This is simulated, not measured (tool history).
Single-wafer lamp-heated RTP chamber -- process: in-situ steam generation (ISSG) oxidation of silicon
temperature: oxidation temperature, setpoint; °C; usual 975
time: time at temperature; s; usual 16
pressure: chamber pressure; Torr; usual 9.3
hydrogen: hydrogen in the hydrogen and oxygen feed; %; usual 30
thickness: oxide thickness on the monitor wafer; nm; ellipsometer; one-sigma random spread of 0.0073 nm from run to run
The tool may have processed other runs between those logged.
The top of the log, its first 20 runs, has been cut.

run	hour	temperature	time	pressure	hydrogen	read-back reference wafer on the same gauge, thickness	thickness
# hour 777.7: pyrometer window cleaned and pyrometer calibrated
21	817.0	975	16	9.3	24	5.340	4.615
22	868.7	964	19	9.3	30	5.334	5.038
23	894.3	975	19	9.3	23	5.340	4.939
24	925.7	975	16	9.3	30	5.340	4.884
25	954.5	975	16	9.3	32	5.342	4.975
26	1024.5	975	16	9.3	30	5.339	4.921
27	1093.9	975	22	9.9	32	5.342	5.651
28	1120.5	975	16	9.3	30	5.338	4.939
29	1156.7	975	16	9.3	30	5.337	4.959
# hour 1193.7: pyrometer window cleaned and pyrometer calibrated
30	1202.7	975	16	9.3	22	5.338	4.539
31	1266.8	975	16	9.3	21	5.340	4.486
32	1327.3	992	22	8.0	32	5.341	6.173

Forecast each of these 3 alternatives for the next run:
A	1327.7	963	16	9.3	30	?	?
B	1327.7	975	16	10.0	30	?	?
C	1327.7	975	21	10.1	21	?	?

run	read-back reference wafer on the same gauge, thickness	thickness
A	5.338	4.716
B	5.338	4.819
C	5.338	4.992
Without the tool's hidden state the same runs would have given:
run	thickness
A	4.700
B	4.801
C	4.971
